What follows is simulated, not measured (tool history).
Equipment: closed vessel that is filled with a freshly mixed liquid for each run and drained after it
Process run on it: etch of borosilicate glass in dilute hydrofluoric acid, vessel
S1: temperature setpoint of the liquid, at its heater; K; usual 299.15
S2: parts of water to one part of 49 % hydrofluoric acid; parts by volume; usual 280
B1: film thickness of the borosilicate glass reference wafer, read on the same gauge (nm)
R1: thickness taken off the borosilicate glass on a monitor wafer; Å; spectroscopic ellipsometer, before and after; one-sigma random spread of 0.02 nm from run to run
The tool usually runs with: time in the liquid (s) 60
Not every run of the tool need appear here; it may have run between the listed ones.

Run 1, hour 0.0: usual settings but S1 298.15 K; B1 150.01. Result: R1 61.2 Å.
Run 2, hour 56.9: usual settings but S1 298.15 K; B1 150.05. Result: R1 60.9 Å.
Run 3, hour 93.8: usual settings; B1 149.98. Result: R1 63.0 Å.
Run 4, hour 147.4: usual settings; B1 150.00. Result: R1 62.7 Å.
Run 5, hour 203.3: usual settings; B1 150.02. Result: R1 62.7 Å.
Run 6, hour 273.3: usual settings; B1 150.00. Result: R1 62.7 Å.
Run 7, hour 299.9: usual settings; B1 150.02. Result: R1 63.0 Å.
Run 8, hour 346.0: usual settings but S1 302.15 K, time in the liquid (s) 40; B1 150.02. Result: R1 46.2 Å.
At hour 393.3: hydrofluoric acid flow meter replaced.
Run 9, hour 405.0: usual settings but S1 302.15 K, time in the liquid (s) 40; B1 150.04. Result: R1 47.5 Å.
Run 10, hour 441.7: usual settings but S1 302.15 K, time in the liquid (s) 40; B1 149.99. Result: R1 47.4 Å.
Run 11, hour 479.4: usual settings; B1 150.00. Result: R1 64.3 Å.
Run 12, hour 525.0: usual settings but time in the liquid (s) 85; B1 150.03. Result: R1 91.3 Å.
At hour 534.3: thermometer replaced.
Run 13, hour 596.7: usual settings but time in the liquid (s) 85; B1 149.95. Result: R1 91.1 Å.
Run 14, hour 637.8: usual settings but S1 301.15 K, S2 140 parts by volume; B1 149.98. Result: R1 162.0 Å.
At hour 663.6: gauge calibrated.
Run 15, hour 698.1: usual settings but S1 295.15 K, time in the liquid (s) 40; B1 150.02. Result: R1 37.1 Å.
Run 16, hour 749.6: usual settings but S1 301.15 K, S2 140 parts by volume; B1 150.04. Result: R1 160.9 Å.
Run 17, hour 784.5: usual settings but time in the liquid (s) 45; B1 149.96. Result: R1 48.0 Å.
Run 18, hour 828.4: usual settings but S1 296.65 K, S2 155 parts by volume; B1 150.01. Result: R1 120.6 Å.
Run 19, hour 863.2: usual settings but S2 160 parts by volume, time in the liquid (s) 50; B1 150.00. Result: R1 105.9 Å.
Run 20, hour 900.6: usual settings but S1 296.65 K, time in the liquid (s) 45; B1 150.00. Result: R1 44.1 Å.
Run 21, hour 958.5: usual settings but S1 301.15 K, S2 235 parts by volume, time in the liquid (s) 45; B1 150.02. Result: R1 63.8 Å.
Run 22, hour 991.2: usual settings; B1 149.95. Result: R1 63.8 Å.
Run 23, hour 1045.8: usual settings but S1 300.65 K, S2 335 parts by volume, time in the liquid (s) 90; B1 150.00. Result: R1 79.0 Å.
Run 24, hour 1086.8: usual settings but S1 300.65 K; B1 150.05. Result: R1 67.4 Å.

What does the tool deliver on the next run?
Run 25, hour 1122.3: usual settings but S1 296.15 K; B1 ?. Result: R1 ?.

B1: 150.01
R1: 57.4 Å
Minus the tool's unlogged condition, the same run would have read R1 57.9 Å.
